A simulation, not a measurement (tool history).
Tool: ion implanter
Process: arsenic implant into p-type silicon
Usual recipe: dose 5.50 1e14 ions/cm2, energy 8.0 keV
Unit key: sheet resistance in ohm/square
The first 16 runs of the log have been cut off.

run,hour,dose,energy,"read-back reference wafer on the same gauge, sheet resistance",sheet resistance
# hour 267.7: Faraday cup replaced and dose calibrated, repeated, since the last time left the tool worse
17,274.4,5.50,8.0,196.11,195.96
18,281.3,5.50,8.0,196.07,196.68
19,291.7,6.90,8.0,196.09,172.75
20,308.4,6.38,5.5,195.95,186.54
21,321.0,6.53,8.0,195.86,178.53
22,327.5,5.50,8.0,196.20,196.39
23,356.9,6.69,6.0,196.04,180.09
# hour 361.3: gauge calibrated
24,369.1,5.50,8.0,196.05,197.65
25,380.0,6.20,8.0,196.09,183.77
26,393.3,6.28,8.0,196.10,182.37
27,403.9,4.00,6.0,195.87,251.24
28,413.9,7.14,6.0,196.04,174.96
29,423.8,6.35,7.0,196.07,184.15
30,461.3,6.98,6.0,195.98,176.24
31,478.7,4.77,6.0,195.97,222.56
32,496.2,4.43,8.0,196.15,230.43
33,511.3,5.95,10.0,195.93,183.81
34,523.4,5.95,6.5,196.22,192.16
35,530.7,6.59,8.0,195.84,177.57

Branching from run 35: 4 alternative next runs. What would each branch give?
A,531.1,6.71,8.0,?,?
B,531.1,4.64,8.0,?,?
C,531.1,4.63,5.0,?,?
D,531.1,5.50,8.5,?,?

run,"read-back reference wafer on the same gauge, sheet resistance",sheet resistance
A,196.10,175.69
B,196.10,222.09
C,196.10,230.84
D,196.10,196.88
The same runs, with their run-to-run variation unchanged, on a tool lacking any hidden condition would have given:
run,sheet resistance
A,174.83
B,220.70
C,229.41
D,195.76
